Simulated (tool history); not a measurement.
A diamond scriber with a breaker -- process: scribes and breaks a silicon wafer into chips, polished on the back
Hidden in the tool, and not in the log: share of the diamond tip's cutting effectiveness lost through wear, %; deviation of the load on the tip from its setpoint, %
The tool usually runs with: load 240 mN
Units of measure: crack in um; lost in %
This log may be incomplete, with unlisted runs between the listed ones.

run	hour	load	wafers since the last listed run	hours since the diamond tip was replaced	hours since the load on the tip was calibrated	incoming depth of the damage left on the back of the incoming wafer, um	crack	lost
1	0	240	0	182.4	1686.8	0.04	11.54	1.22
2	9.7	240	21	192.1	1696.5	0.04	11.54	1.34
3	23.7	240	30	206.1	1710.5	0.01	11.62	1.22
4	32.6	215	19	215	1719.4	0.04	10.5	4.95
5	42	215	20	224.4	1728.8	0.02	10.4	4.59
6	50	215	17	232.4	1736.8	0.05	10.63	5.05
7	57.8	240	17	240.2	1744.6	0.05	11.43	1.3
8	64.2	240	14	246.6	1751	0.01	11.5	1.15
9	76.9	172	28	259.3	1763.7	0.05	8.59	29.97
10	87.8	240	24	270.2	1774.6	0.03	11.51	1.2
11	96.3	200	18	278.7	1783.1	0.01	9.78	10.93
# hour 108.7: load on the tip recalibrated
12	111.1	289	28	293.5	2.4	0.04	13.43	10.99
13	127	218	35	309.4	18.3	0.03	10.65	3.91
# hour 134.2: diamond tip replaced by a new one
14	134.7	240	12	0.5	26	0.03	11.43	1.2
15	145.1	203	23	10.9	36.4	0.02	10.08	9.16
16	159.6	305	32	25.4	50.9	0.03	14.08	14.76
17	177.6	240	39	43.4	68.9	0.04	11.36	1.16

For each run, what was the tool's unlogged condition?
share of the diamond tip's cutting effectiveness lost through wear, %: 0 in every run
deviation of the load on the tip from its setpoint, %: 0 in every run

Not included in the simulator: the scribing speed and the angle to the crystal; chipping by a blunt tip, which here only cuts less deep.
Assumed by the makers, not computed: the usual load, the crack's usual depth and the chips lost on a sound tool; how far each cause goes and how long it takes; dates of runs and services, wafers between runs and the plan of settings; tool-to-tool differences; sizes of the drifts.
